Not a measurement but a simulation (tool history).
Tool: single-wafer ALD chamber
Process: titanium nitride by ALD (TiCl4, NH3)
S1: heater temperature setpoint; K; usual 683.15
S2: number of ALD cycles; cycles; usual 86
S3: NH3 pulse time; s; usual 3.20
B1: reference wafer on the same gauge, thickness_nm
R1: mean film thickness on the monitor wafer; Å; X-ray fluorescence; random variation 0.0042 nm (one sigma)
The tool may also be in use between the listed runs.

{"run": 1, "hour": 0.0, "S1": 683.15, "S2": 86, "S3": 3.2, "B1": 1.583, "R1": 17.11}
{"run": 2, "hour": 13.8, "S1": 683.15, "S2": 86, "S3": 3.2, "B1": 1.584, "R1": 17.17}
{"run": 3, "hour": 44.3, "S1": 683.15, "S2": 86, "S3": 3.2, "B1": 1.586, "R1": 17.15}
{"run": 4, "hour": 73.7, "S1": 678.15, "S2": 79, "S3": 3.2, "B1": 1.588, "R1": 15.84}
{"run": 5, "hour": 96.7, "S1": 683.15, "S2": 86, "S3": 4.03, "B1": 1.589, "R1": 17.29}
{"run": 6, "hour": 115.0, "S1": 683.15, "S2": 86, "S3": 4.03, "B1": 1.59, "R1": 17.3}
{"run": 7, "hour": 134.3, "S1": 683.15, "S2": 86, "S3": 4.03, "B1": 1.591, "R1": 17.35}
{"run": 8, "hour": 162.6, "S1": 683.15, "S2": 86, "S3": 3.2, "B1": 1.592, "R1": 17.19}
{"run": 9, "hour": 181.0, "S1": 683.15, "S2": 86, "S3": 3.2, "B1": 1.592, "R1": 17.3}
{"run": 10, "hour": 213.3, "S1": 683.15, "S2": 86, "S3": 3.2, "B1": 1.593, "R1": 17.24}
{"hour": 240.7, "done": "showerhead replaced"}
{"run": 11, "hour": 248.7, "S1": 683.15, "S2": 86, "S3": 3.2, "B1": 1.594, "R1": 17.28}
{"run": 12, "hour": 277.9, "S1": 683.15, "S2": 86, "S3": 3.2, "B1": 1.595, "R1": 17.32}
{"run": 13, "hour": 296.7, "S1": 683.15, "S2": 86, "S3": 3.2, "B1": 1.595, "R1": 17.21}
{"run": 14, "hour": 333.7, "S1": 683.15, "S2": 86, "S3": 3.2, "B1": 1.596, "R1": 17.28}
{"run": 15, "hour": 351.7, "S1": 683.15, "S2": 86, "S3": 3.2, "B1": 1.596, "R1": 17.35}
{"hour": 417.6, "done": "gauge calibrated"}
{"run": 16, "hour": 427.3, "S1": 683.15, "S2": 86, "S3": 3.2, "B1": 1.567, "R1": 16.94}
{"run": 17, "hour": 457.5, "S1": 683.15, "S2": 86, "S3": 4.33, "B1": 1.572, "R1": 17.15}
{"run": 18, "hour": 477.8, "S1": 683.15, "S2": 86, "S3": 4.03, "B1": 1.575, "R1": 17.12}
{"run": 19, "hour": 508.2, "S1": 694.15, "S2": 86, "S3": 3.78, "B1": 1.579, "R1": 17.18}
{"run": 20, "hour": 527.7, "S1": 683.15, "S2": 86, "S3": 3.2, "B1": 1.581, "R1": 17.17}
{"run": 21, "hour": 539.9, "S1": 683.15, "S2": 86, "S3": 3.2, "B1": 1.583, "R1": 17.13}
{"run": 22, "hour": 573.6, "S1": 669.15, "S2": 77, "S3": 3.2, "B1": 1.586, "R1": 15.39}
{"run": 23, "hour": 589.0, "S1": 683.15, "S2": 86, "S3": 3.2, "B1": 1.587, "R1": 17.19}
{"run": 24, "hour": 646.4, "S1": 683.15, "S2": 86, "S3": 2.28, "B1": 1.591, "R1": 17.08}
{"hour": 658.5, "done": "thermocouple changed; heater temperature recalibrated"}
{"run": 25, "hour": 671.1, "S1": 683.15, "S2": 86, "S3": 3.2, "B1": 1.592, "R1": 17.23}
{"run": 26, "hour": 702.9, "S1": 697.15, "S2": 98, "S3": 3.2, "B1": 1.594, "R1": 19.7}
{"run": 27, "hour": 736.8, "S1": 689.15, "S2": 70, "S3": 3.2, "B1": 1.596, "R1": 14.1}
{"run": 28, "hour": 758.0, "S1": 671.15, "S2": 74, "S3": 4.43, "B1": 1.596, "R1": 15.02}
{"run": 29, "hour": 792.3, "S1": 690.15, "S2": 86, "S3": 3.2, "B1": 1.597, "R1": 17.3}
{"run": 30, "hour": 809.5, "S1": 683.15, "S2": 86, "S3": 3.2, "B1": 1.598, "R1": 17.25}
{"run": 31, "hour": 829.2, "S1": 683.15, "S2": 86, "S3": 3.2, "B1": 1.599, "R1": 17.26}
{"run": 32, "hour": 905.2, "S1": 673.15, "S2": 95, "S3": 3.2, "B1": 1.601, "R1": 19.14}
{"run": 33, "hour": 917.5, "S1": 672.15, "S2": 86, "S3": 3.2, "B1": 1.601, "R1": 17.27}
{"run": 34, "hour": 949.1, "S1": 683.15, "S2": 86, "S3": 3.2, "B1": 1.601, "R1": 17.37}
{"run": 35, "hour": 962.1, "S1": 694.15, "S2": 95, "S3": 2.29, "B1": 1.601, "R1": 19.04}
{"run": 36, "hour": 994.8, "S1": 683.15, "S2": 86, "S3": 3.2, "B1": 1.602, "R1": 17.35}
{"run": 37, "hour": 1020.0, "S1": 683.15, "S2": 86, "S3": 3.79, "B1": 1.603, "R1": 17.42}
{"run": 38, "hour": 1053.9, "S1": 675.15, "S2": 74, "S3": 3.2, "B1": 1.604, "R1": 14.91}
{"hour": 1056.7, "done": "gauge calibrated"}
{"run": 39, "hour": 1077.2, "S1": 669.15, "S2": 96, "S3": 3.73, "B1": 1.559, "R1": 18.91}
{"run": 40, "hour": 1093.7, "S1": 683.15, "S2": 86, "S3": 3.2, "B1": 1.561, "R1": 16.98}

Forecast each of these 4 alternatives for the next run:
{"run": "A", "hour": 1094.3, "S1": 683.15, "S2": 73, "S3": 3.2, "B1": "?", "R1": "?"}
{"run": "B", "hour": 1094.3, "S1": 677.15, "S2": 86, "S3": 2.74, "B1": "?", "R1": "?"}
{"run": "C", "hour": 1094.3, "S1": 690.15, "S2": 73, "S3": 2.74, "B1": "?", "R1": "?"}
{"run": "D", "hour": 1094.3, "S1": 683.15, "S2": 94, "S3": 3.2, "B1": "?", "R1": "?"}

run=A B1=1.563 R1=14.41
run=B B1=1.563 R1=16.90
run=C B1=1.563 R1=14.38
run=D B1=1.563 R1=18.56
Without the tool's hidden state the same runs would have given:
run=A R1=14.40
run=B R1=16.88
run=C R1=14.36
run=D R1=18.54

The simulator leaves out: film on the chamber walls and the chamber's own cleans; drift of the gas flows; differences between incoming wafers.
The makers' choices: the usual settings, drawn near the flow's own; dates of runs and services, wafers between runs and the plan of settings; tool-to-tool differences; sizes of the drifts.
